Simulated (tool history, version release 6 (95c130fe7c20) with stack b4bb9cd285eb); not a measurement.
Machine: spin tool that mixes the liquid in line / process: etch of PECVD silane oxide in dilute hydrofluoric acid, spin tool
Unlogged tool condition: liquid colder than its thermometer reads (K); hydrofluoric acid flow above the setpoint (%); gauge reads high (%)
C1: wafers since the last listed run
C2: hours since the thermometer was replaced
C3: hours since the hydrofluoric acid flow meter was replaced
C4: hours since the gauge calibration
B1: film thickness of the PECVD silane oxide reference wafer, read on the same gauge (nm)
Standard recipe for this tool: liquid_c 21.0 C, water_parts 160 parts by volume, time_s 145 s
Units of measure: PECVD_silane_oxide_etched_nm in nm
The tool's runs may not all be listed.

run 1 hour=0.0 | liquid_c=21.0 water_parts=160 time_s=145 | C1=0 C2=2057.2 C3=320.5 C4=549.9 | B1=100.02 | PECVD_silane_oxide_etched_nm=11.18
run 2 hour=44.8 | liquid_c=21.0 water_parts=140 time_s=145 | C1=215 C2=2102.0 C3=365.3 C4=594.7 | B1=99.99 | PECVD_silane_oxide_etched_nm=12.97
run 3 hour=109.7 | liquid_c=21.0 water_parts=140 time_s=145 | C1=311 C2=2166.9 C3=430.2 C4=659.6 | B1=100.02 | PECVD_silane_oxide_etched_nm=12.90
run 4 hour=157.6 | liquid_c=21.0 water_parts=120 time_s=180 | C1=229 C2=2214.8 C3=478.1 C4=707.5 | B1=100.00 | PECVD_silane_oxide_etched_nm=19.27
run 5 hour=186.3 | liquid_c=21.0 water_parts=120 time_s=180 | C1=137 C2=2243.5 C3=506.8 C4=736.2 | B1=100.00 | PECVD_silane_oxide_etched_nm=19.17
run 6 hour=240.4 | liquid_c=21.0 water_parts=160 time_s=90 | C1=259 C2=2297.6 C3=560.9 C4=790.3 | B1=100.00 | PECVD_silane_oxide_etched_nm=6.89
run 7 hour=277.7 | liquid_c=21.0 water_parts=160 time_s=145 | C1=179 C2=2334.9 C3=598.2 C4=827.6 | B1=100.02 | PECVD_silane_oxide_etched_nm=11.13
run 8 hour=313.2 | liquid_c=21.0 water_parts=160 time_s=145 | C1=170 C2=2370.4 C3=633.7 C4=863.1 | B1=99.98 | PECVD_silane_oxide_etched_nm=11.05
run 9 hour=356.9 | liquid_c=21.0 water_parts=160 time_s=145 | C1=209 C2=2414.1 C3=677.4 C4=906.8 | B1=100.00 | PECVD_silane_oxide_etched_nm=11.06
run 10 hour=428.3 | liquid_c=22.0 water_parts=160 time_s=85 | C1=342 C2=2485.5 C3=748.8 C4=978.2 | B1=99.99 | PECVD_silane_oxide_etched_nm=6.71
run 11 hour=493.4 | liquid_c=22.0 water_parts=160 time_s=85 | C1=312 C2=2550.6 C3=813.9 C4=1043.3 | B1=100.02 | PECVD_silane_oxide_etched_nm=6.71
run 12 hour=526.2 | liquid_c=21.0 water_parts=160 time_s=145 | C1=157 C2=2583.4 C3=846.7 C4=1076.1 | B1=99.99 | PECVD_silane_oxide_etched_nm=10.96
-- hour=549.3 gauge calibrated
run 13 hour=564.6 | liquid_c=21.0 water_parts=160 time_s=145 | C1=184 C2=2621.8 C3=885.1 C4=15.3 | B1=99.99 | PECVD_silane_oxide_etched_nm=10.95
run 14 hour=623.5 | liquid_c=21.0 water_parts=160 time_s=145 | C1=282 C2=2680.7 C3=944.0 C4=74.2 | B1=99.99 | PECVD_silane_oxide_etched_nm=11.02
run 15 hour=677.5 | liquid_c=21.0 water_parts=160 time_s=145 | C1=259 C2=2734.7 C3=998.0 C4=128.2 | B1=100.00 | PECVD_silane_oxide_etched_nm=11.02
run 16 hour=712.1 | liquid_c=25.0 water_parts=125 time_s=145 | C1=166 C2=2769.3 C3=1032.6 C4=162.8 | B1=99.99 | PECVD_silane_oxide_etched_nm=17.14
-- hour=756.4 thermometer replaced
-- hour=781.8 hydrofluoric acid flow meter replaced
run 17 hour=884.9 | liquid_c=25.0 water_parts=105 time_s=175 | C1=819 C2=128.5 C3=103.1 C4=335.6 | B1=99.99 | PECVD_silane_oxide_etched_nm=24.03
run 18 hour=919.1 | liquid_c=21.0 water_parts=160 time_s=205 | C1=164 C2=162.7 C3=137.3 C4=369.8 | B1=100.00 | PECVD_silane_oxide_etched_nm=14.81
run 19 hour=950.2 | liquid_c=17.0 water_parts=160 time_s=145 | C1=149 C2=193.8 C3=168.4 C4=400.9 | B1=99.99 | PECVD_silane_oxide_etched_nm=8.87
run 20 hour=979.8 | liquid_c=21.0 water_parts=160 time_s=145 | C1=142 C2=223.4 C3=198.0 C4=430.5 | B1=99.98 | PECVD_silane_oxide_etched_nm=10.52
-- hour=1002.6 thermometer replaced, repeated, since the last time left the tool worse
run 21 hour=1017.7 | liquid_c=25.5 water_parts=105 time_s=185 | C1=177 C2=15.1 C3=235.9 C4=468.4 | B1=99.98 | PECVD_silane_oxide_etched_nm=28.72
run 22 hour=1071.3 | liquid_c=22.5 water_parts=210 time_s=85 | C1=257 C2=68.7 C3=289.5 C4=522.0 | B1=100.03 | PECVD_silane_oxide_etched_nm=5.28
run 23 hour=1140.7 | liquid_c=18.5 water_parts=135 time_s=75 | C1=333 C2=138.1 C3=358.9 C4=591.4 | B1=100.01 | PECVD_silane_oxide_etched_nm=6.65
run 24 hour=1186.6 | liquid_c=18.5 water_parts=160 time_s=145 | C1=220 C2=184.0 C3=404.8 C4=637.3 | B1=100.03 | PECVD_silane_oxide_etched_nm=10.59
run 25 hour=1242.7 | liquid_c=17.5 water_parts=185 time_s=95 | C1=269 C2=240.1 C3=460.9 C4=693.4 | B1=100.00 | PECVD_silane_oxide_etched_nm=5.57
run 26 hour=1309.2 | liquid_c=21.0 water_parts=160 time_s=145 | C1=319 C2=306.6 C3=527.4 C4=759.9 | B1=99.98 | PECVD_silane_oxide_etched_nm=11.59
run 27 hour=1347.4 | liquid_c=19.5 water_parts=110 time_s=145 | C1=183 C2=344.8 C3=565.6 C4=798.1 | B1=99.98 | PECVD_silane_oxide_etched_nm=16.74
run 28 hour=1409.9 | liquid_c=19.0 water_parts=115 time_s=145 | C1=299 C2=407.3 C3=628.1 C4=860.6 | B1=100.01 | PECVD_silane_oxide_etched_nm=15.69
run 29 hour=1455.9 | liquid_c=21.0 water_parts=160 time_s=200 | C1=220 C2=453.3 C3=674.1 C4=906.6 | B1=100.03 | PECVD_silane_oxide_etched_nm=16.00
run 30 hour=1484.3 | liquid_c=19.0 water_parts=115 time_s=145 | C1=136 C2=481.7 C3=702.5 C4=935.0 | B1=100.02 | PECVD_silane_oxide_etched_nm=15.61
run 31 hour=1549.0 | liquid_c=23.5 water_parts=160 time_s=105 | C1=310 C2=546.4 C3=767.2 C4=999.7 | B1=100.01 | PECVD_silane_oxide_etched_nm=9.25
run 32 hour=1576.8 | liquid_c=21.0 water_parts=160 time_s=145 | C1=133 C2=574.2 C3=795.0 C4=1027.5 | B1=100.00 | PECVD_silane_oxide_etched_nm=11.53
run 33 hour=1606.8 | liquid_c=17.0 water_parts=160 time_s=145 | C1=143 C2=604.2 C3=825.0 C4=1057.5 | B1=99.98 | PECVD_silane_oxide_etched_nm=9.80

Predict each of these 4 candidate next runs independently; none follows another, all start after run 33:
run A hour=1607.3 | liquid_c=21.0 water_parts=160 time_s=145 | C1=2 C2=604.7 C3=825.5 C4=1058.0 | B1=? | PECVD_silane_oxide_etched_nm=?
run B hour=1607.3 | liquid_c=23.5 water_parts=85 time_s=80 | C1=2 C2=604.7 C3=825.5 C4=1058.0 | B1=? | PECVD_silane_oxide_etched_nm=?
run C hour=1607.3 | liquid_c=17.5 water_parts=200 time_s=145 | C1=2 C2=604.7 C3=825.5 C4=1058.0 | B1=? | PECVD_silane_oxide_etched_nm=?
run D hour=1607.3 | liquid_c=21.0 water_parts=90 time_s=145 | C1=2 C2=604.7 C3=825.5 C4=1058.0 | B1=? | PECVD_silane_oxide_etched_nm=?

run=A B1=99.98 PECVD_silane_oxide_etched_nm=11.56
run=B B1=99.98 PECVD_silane_oxide_etched_nm=14.44
run=C B1=99.98 PECVD_silane_oxide_etched_nm=7.74
run=D B1=99.98 PECVD_silane_oxide_etched_nm=22.19
Stripped of hidden state, with their random variation kept, the same runs would have yielded:
run=A PECVD_silane_oxide_etched_nm=11.74
run=B PECVD_silane_oxide_etched_nm=14.67
run=C PECVD_silane_oxide_etched_nm=7.86
run=D PECVD_silane_oxide_etched_nm=22.55
